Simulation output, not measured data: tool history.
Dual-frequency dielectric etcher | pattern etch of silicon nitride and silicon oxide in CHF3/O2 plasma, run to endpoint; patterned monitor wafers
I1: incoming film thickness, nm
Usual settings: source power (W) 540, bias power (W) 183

{"run": 1, "hour": 0.0, "source power (W)": 540, "bias power (W)": 169, "I1": 245.6, "endpoint time (s)": 178.3}
{"run": 2, "hour": 53.2, "source power (W)": 540, "bias power (W)": 169, "I1": 242.4, "endpoint time (s)": 178.8}
{"hour": 104.6, "done": "wet clean of the chamber"}
{"run": 3, "hour": 105.1, "source power (W)": 500, "bias power (W)": 183, "I1": 245.3, "endpoint time (s)": 177.6}
{"run": 4, "hour": 129.3, "source power (W)": 500, "bias power (W)": 183, "I1": 244.4, "endpoint time (s)": 177.2}
{"run": 5, "hour": 156.1, "source power (W)": 500, "bias power (W)": 183, "I1": 243.5, "endpoint time (s)": 176.1}
{"run": 6, "hour": 227.5, "source power (W)": 540, "bias power (W)": 150, "I1": 241.9, "endpoint time (s)": 186.5}
{"run": 7, "hour": 292.2, "source power (W)": 540, "bias power (W)": 150, "I1": 245.1, "endpoint time (s)": 188.5}
{"run": 8, "hour": 340.2, "source power (W)": 540, "bias power (W)": 161, "I1": 244.1, "endpoint time (s)": 181.0}
{"hour": 380.9, "done": "upper electrode replaced"}
{"run": 9, "hour": 408.1, "source power (W)": 640, "bias power (W)": 222, "I1": 242.0, "endpoint time (s)": 151.6}
{"run": 10, "hour": 441.6, "source power (W)": 630, "bias power (W)": 225, "I1": 244.5, "endpoint time (s)": 153.5}
{"hour": 468.2, "done": "source power generator calibrated"}
{"run": 11, "hour": 468.7, "source power (W)": 540, "bias power (W)": 165, "I1": 245.5, "endpoint time (s)": 181.4}
{"run": 12, "hour": 534.3, "source power (W)": 500, "bias power (W)": 183, "I1": 247.0, "endpoint time (s)": 175.7}
{"hour": 590.6, "done": "bias power generator calibrated"}
{"hour": 594.1, "done": "wet clean of the chamber"}
{"run": 13, "hour": 594.6, "source power (W)": 540, "bias power (W)": 207, "I1": 243.1, "endpoint time (s)": 162.2}
{"run": 14, "hour": 616.8, "source power (W)": 490, "bias power (W)": 224, "I1": 245.4, "endpoint time (s)": 162.3}
{"run": 15, "hour": 656.2, "source power (W)": 470, "bias power (W)": 163, "I1": 245.8, "endpoint time (s)": 185.1}
{"run": 16, "hour": 710.1, "source power (W)": 410, "bias power (W)": 147, "I1": 244.3, "endpoint time (s)": 198.0}
{"run": 17, "hour": 754.5, "source power (W)": 540, "bias power (W)": 183, "I1": 245.8, "endpoint time (s)": 174.5}

3 ways to go on from here, each from the tool as it stands after run 17. What would each give?
{"run": "A", "hour": 755.0, "source power (W)": 540, "bias power (W)": 183, "I1": 240.6, "endpoint time (s)": "?"}
{"run": "B", "hour": 755.0, "source power (W)": 650, "bias power (W)": 218, "I1": 240.6, "endpoint time (s)": "?"}
{"run": "C", "hour": 755.0, "source power (W)": 400, "bias power (W)": 164, "I1": 240.6, "endpoint time (s)": "?"}

run=A endpoint_time_(s)=169.5
run=B endpoint_time_(s)=151.1
run=C endpoint_time_(s)=188.9
Without the tool's hidden state the same runs would have given:
run=A endpoint_time_(s)=169.5
run=B endpoint_time_(s)=151.1
run=C endpoint_time_(s)=188.9
